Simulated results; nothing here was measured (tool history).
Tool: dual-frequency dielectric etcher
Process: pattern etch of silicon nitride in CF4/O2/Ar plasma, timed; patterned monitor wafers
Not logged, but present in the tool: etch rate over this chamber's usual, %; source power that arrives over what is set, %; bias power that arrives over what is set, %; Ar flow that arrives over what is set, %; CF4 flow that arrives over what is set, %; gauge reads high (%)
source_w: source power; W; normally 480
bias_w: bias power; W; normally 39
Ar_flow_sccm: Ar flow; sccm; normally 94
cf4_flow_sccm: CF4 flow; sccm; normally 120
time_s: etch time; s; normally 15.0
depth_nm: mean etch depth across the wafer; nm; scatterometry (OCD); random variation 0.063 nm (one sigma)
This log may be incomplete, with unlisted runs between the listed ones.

| run | hour | source_w | bias_w | Ar_flow_sccm | cf4_flow_sccm | time_s | wafers since the last listed run | hours since the last wet clean | hours since the last source power generator calibration | hours since the last bias power generator calibration | hours since the last Ar flow controller change | hours since the last CF4 flow controller change | hours since the last upper electrode change | hours since the gauge calibration | read-back reference wafer on the same gauge, depth_nm | depth_nm |
|---|---|---|---|---|---|---|---|---|---|---|---|---|---|---|---|---|
| 1 | 0.0 | 480 | 39 | 94 | 120 | 15.0 | 0 | 199.9 | 1789.7 | 2367.5 | 3811.3 | 1950.9 | 4125.0 | 131.1 | 24.10 | 28.47 |
| 2 | 9.6 | 480 | 39 | 94 | 120 | 15.0 | 163 | 209.5 | 1799.3 | 2377.1 | 3820.9 | 1960.5 | 4134.6 | 140.7 | 24.10 | 28.36 |
| 3 | 20.3 | 480 | 39 | 94 | 120 | 15.0 | 182 | 220.2 | 1810.0 | 2387.8 | 3831.6 | 1971.2 | 4145.3 | 151.4 | 24.10 | 28.36 |
| 4 | 28.5 | 480 | 39 | 94 | 120 | 15.0 | 139 | 228.4 | 1818.2 | 2396.0 | 3839.8 | 1979.4 | 4153.5 | 159.6 | 24.10 | 28.39 |
| 5 | 35.1 | 480 | 39 | 94 | 120 | 15.0 | 112 | 235.0 | 1824.8 | 2402.6 | 3846.4 | 1986.0 | 4160.1 | 166.2 | 24.10 | 28.38 |
| 6 | 47.2 | 480 | 39 | 94 | 120 | 15.0 | 206 | 247.1 | 1836.9 | 2414.7 | 3858.5 | 1998.1 | 4172.2 | 178.3 | 24.09 | 28.38 |
| 7 | 60.9 | 480 | 39 | 94 | 120 | 15.0 | 233 | 260.8 | 1850.6 | 2428.4 | 3872.2 | 2011.8 | 4185.9 | 192.0 | 24.11 | 28.24 |
|  | 73.0 | bias power generator calibrated |
|  | 86.5 | upper electrode replaced |
| 8 | 87.0 | 480 | 39 | 94 | 120 | 15.0 | 146 | 286.9 | 1876.7 | 14.0 | 3898.3 | 2037.9 | 0.5 | 218.1 | 24.08 | 28.15 |
| 9 | 87.4 | 480 | 39 | 94 | 120 | 12.0 | 6 | 287.3 | 1877.1 | 14.4 | 3898.7 | 2038.3 | 0.9 | 218.5 | 24.10 | 22.56 |
| 10 | 93.2 | 480 | 39 | 94 | 120 | 15.0 | 98 | 293.1 | 1882.9 | 20.2 | 3904.5 | 2044.1 | 6.7 | 224.3 | 24.09 | 28.14 |
| 11 | 100.8 | 480 | 39 | 80 | 120 | 15.0 | 129 | 300.7 | 1890.5 | 27.8 | 3912.1 | 2051.7 | 14.3 | 231.9 | 24.10 | 28.67 |
|  | 107.5 | source power generator calibrated |
| 12 | 113.8 | 480 | 39 | 94 | 120 | 15.0 | 153 | 313.7 | 6.3 | 40.8 | 3925.1 | 2064.7 | 27.3 | 244.9 | 24.10 | 28.15 |
|  | 117.1 | gauge calibrated |
| 13 | 125.5 | 480 | 36 | 94 | 92 | 15.0 | 199 | 325.4 | 18.0 | 52.5 | 3936.8 | 2076.4 | 39.0 | 8.4 | 24.09 | 26.56 |
|  | 135.5 | CF4 flow controller replaced |
|  | 149.7 | Ar flow controller replaced |
|  | 158.7 | wet clean of the chamber |
| 14 | 159.2 | 390 | 34 | 110 | 120 | 17.5 | 217 | 0.5 | 51.7 | 86.2 | 9.5 | 23.7 | 72.7 | 42.1 | 24.11 | 28.25 |
| 15 | 159.5 | 550 | 39 | 94 | 120 | 15.0 | 5 | 0.8 | 52.0 | 86.5 | 9.8 | 24.0 | 73.0 | 42.4 | 24.09 | 31.91 |
| 16 | 159.8 | 480 | 39 | 80 | 120 | 15.0 | 5 | 1.1 | 52.3 | 86.8 | 10.1 | 24.3 | 73.3 | 42.7 | 24.10 | 29.66 |
| 17 | 172.0 | 480 | 39 | 94 | 136 | 15.0 | 207 | 13.3 | 64.5 | 99.0 | 22.3 | 36.5 | 85.5 | 54.9 | 24.09 | 29.51 |
| 18 | 180.6 | 480 | 39 | 80 | 120 | 15.0 | 146 | 21.9 | 73.1 | 107.6 | 30.9 | 45.1 | 94.1 | 63.5 | 24.10 | 29.56 |
| 19 | 200.0 | 480 | 33 | 94 | 120 | 10.5 | 330 | 41.3 | 92.5 | 127.0 | 50.3 | 64.5 | 113.5 | 82.9 | 24.10 | 19.52 |
| 20 | 213.1 | 480 | 39 | 94 | 120 | 15.0 | 223 | 54.4 | 105.6 | 140.1 | 63.4 | 77.6 | 126.6 | 96.0 | 24.09 | 28.93 |
| 21 | 219.2 | 580 | 29 | 94 | 133 | 11.5 | 103 | 60.5 | 111.7 | 146.2 | 69.5 | 83.7 | 132.7 | 102.1 | 24.09 | 23.92 |

Each row is a separate what-if for the run after 21, all from the same tool condition, not one after another. Results?
| A | 219.6 | 480 | 39 | 94 | 99 | 15.0 | 6 | 60.9 | 112.1 | 146.6 | 69.9 | 84.1 | 133.1 | 102.5 | ? | ? |
| B | 219.6 | 420 | 39 | 94 | 131 | 15.0 | 6 | 60.9 | 112.1 | 146.6 | 69.9 | 84.1 | 133.1 | 102.5 | ? | ? |
| C | 219.6 | 560 | 43 | 115 | 101 | 15.0 | 6 | 60.9 | 112.1 | 146.6 | 69.9 | 84.1 | 133.1 | 102.5 | ? | ? |
| D | 219.6 | 480 | 48 | 94 | 136 | 15.0 | 6 | 60.9 | 112.1 | 146.6 | 69.9 | 84.1 | 133.1 | 102.5 | ? | ? |

| run | read-back reference wafer on the same gauge, depth_nm | depth_nm |
|---|---|---|
| A | 24.11 | 28.06 |
| B | 24.11 | 26.79 |
| C | 24.11 | 31.08 |
| D | 24.11 | 30.85 |
With no hidden state in the tool, these same runs would have given:
| run | depth_nm |
|---|---|
| A | 28.16 |
| B | 26.89 |
| C | 31.19 |
| D | 30.96 |
